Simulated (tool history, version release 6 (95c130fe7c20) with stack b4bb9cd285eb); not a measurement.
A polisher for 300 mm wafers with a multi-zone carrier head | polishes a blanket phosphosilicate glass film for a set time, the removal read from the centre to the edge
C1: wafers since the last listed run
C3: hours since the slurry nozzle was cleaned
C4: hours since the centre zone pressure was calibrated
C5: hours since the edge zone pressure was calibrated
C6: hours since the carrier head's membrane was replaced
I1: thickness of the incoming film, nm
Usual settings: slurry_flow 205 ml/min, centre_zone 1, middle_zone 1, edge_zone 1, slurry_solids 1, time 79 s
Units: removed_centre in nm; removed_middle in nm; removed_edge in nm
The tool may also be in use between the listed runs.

Run 1, hour 0: usual settings; C1 0; wafers polished on this pad 944; C3 361.2; C4 950.2; C5 315.6; C6 796.3; I1 3499.2. Result: removed_centre 724.5 nm, removed_middle 731.7 nm, removed_edge 751.3 nm.
At hour 25.9: worn pad replaced by a new one.
Run 2, hour 29.9: usual settings; C1 233; wafers polished on this pad 36; C3 391.1; C4 980.1; C5 345.5; C6 826.2; I1 3587.2. Result: removed_centre 734.2 nm, removed_middle 729.1 nm, removed_edge 747.2 nm.
Run 3, hour 54.9: usual settings; C1 225; wafers polished on this pad 262; C3 416.1; C4 1005.1; C5 370.5; C6 851.2; I1 3570.4. Result: removed_centre 736 nm, removed_middle 726 nm, removed_edge 765.4 nm.
Run 4, hour 85.4: usual settings but edge_zone 1.04; C1 275; wafers polished on this pad 537; C3 446.6; C4 1035.6; C5 401; C6 881.7; I1 3494.7. Result: removed_centre 721.7 nm, removed_middle 738 nm, removed_edge 751 nm.
At hour 104.1: edge zone pressure recalibrated.
At hour 111.9: slurry nozzle cleaned.
At hour 146.4: worn pad replaced by a new one.
Run 5, hour 169.3: usual settings; C1 693; wafers polished on this pad 206; C3 57.4; C4 1119.5; C5 65.2; C6 965.6; I1 3545.1. Result: removed_centre 731.7 nm, removed_middle 723.1 nm, removed_edge 756.9 nm.
Run 6, hour 185.1: usual settings but slurry_solids 0.9; C1 142; wafers polished on this pad 349; C3 73.2; C4 1135.3; C5 81; C6 981.4; I1 3525. Result: removed_centre 722.6 nm, removed_middle 713.3 nm, removed_edge 723.2 nm.
Run 7, hour 220.8: usual settings; C1 322; wafers polished on this pad 671; C3 108.9; C4 1171; C5 116.7; C6 1017.1; I1 3490.1. Result: removed_centre 741.6 nm, removed_middle 732.5 nm, removed_edge 747.7 nm.
Run 8, hour 252.8: usual settings but centre_zone 0.91, middle_zone 1.05, slurry_solids 1.2, time 51 s; C1 288; wafers polished on this pad 960; C3 140.9; C4 1203; C5 148.7; C6 1049.1; I1 3515.2. Result: removed_centre 455.9 nm, removed_middle 510.8 nm, removed_edge 514.1 nm.
At hour 268.7: worn pad replaced by a new one.
Run 9, hour 277.1: usual settings but slurry_flow 270 ml/min, centre_zone 0.92; C1 183; wafers polished on this pad 75; C3 165.2; C4 1227.3; C5 173; C6 1073.4; I1 3524.7. Result: removed_centre 681.2 nm, removed_middle 740.6 nm, removed_edge 761.8 nm.
Run 10, hour 294.6: usual settings but slurry_flow 270 ml/min, centre_zone 0.92; C1 157; wafers polished on this pad 233; C3 182.7; C4 1244.8; C5 190.5; C6 1090.9; I1 3473.5. Result: removed_centre 697.8 nm, removed_middle 747.4 nm, removed_edge 751.8 nm.
Run 11, hour 310.3: usual settings; C1 141; wafers polished on this pad 374; C3 198.4; C4 1260.5; C5 206.2; C6 1106.6; I1 3581.7. Result: removed_centre 740.1 nm, removed_middle 730.5 nm, removed_edge 748.7 nm.
At hour 318.5: carrier head's membrane replaced by a new one.
Run 12, hour 329.7: usual settings but centre_zone 1.12, edge_zone 0.91, time 89 s; C1 129; wafers polished on this pad 504; C3 217.8; C4 1279.9; C5 225.6; C6 11.2; I1 3529.5. Result: removed_centre 934.2 nm, removed_middle 821.2 nm, removed_edge 815.2 nm.
Run 13, hour 346.5: usual settings but centre_zone 0.95, time 64 s; C1 151; wafers polished on this pad 656; C3 234.6; C4 1296.7; C5 242.4; C6 28; I1 3549. Result: removed_centre 570.6 nm, removed_middle 587.7 nm, removed_edge 597.1 nm.

The next listed run, before its measurement:
Run 14, hour 367.9: usual settings but slurry_flow 255 ml/min; C1 193; wafers polished on this pad 849; C3 256; C4 1318.1; C5 263.8; C6 49.4; I1 3511.1. Result: removed_centre ?, removed_middle ?, removed_edge ?.

{"run 14": {"removed_centre": 746.6, "removed_middle": 747, "removed_edge": 757.6}}
Without the tool's hidden state the same run would have given removed_centre 746.6 nm, removed_middle 747 nm, removed_edge 757.6 nm.

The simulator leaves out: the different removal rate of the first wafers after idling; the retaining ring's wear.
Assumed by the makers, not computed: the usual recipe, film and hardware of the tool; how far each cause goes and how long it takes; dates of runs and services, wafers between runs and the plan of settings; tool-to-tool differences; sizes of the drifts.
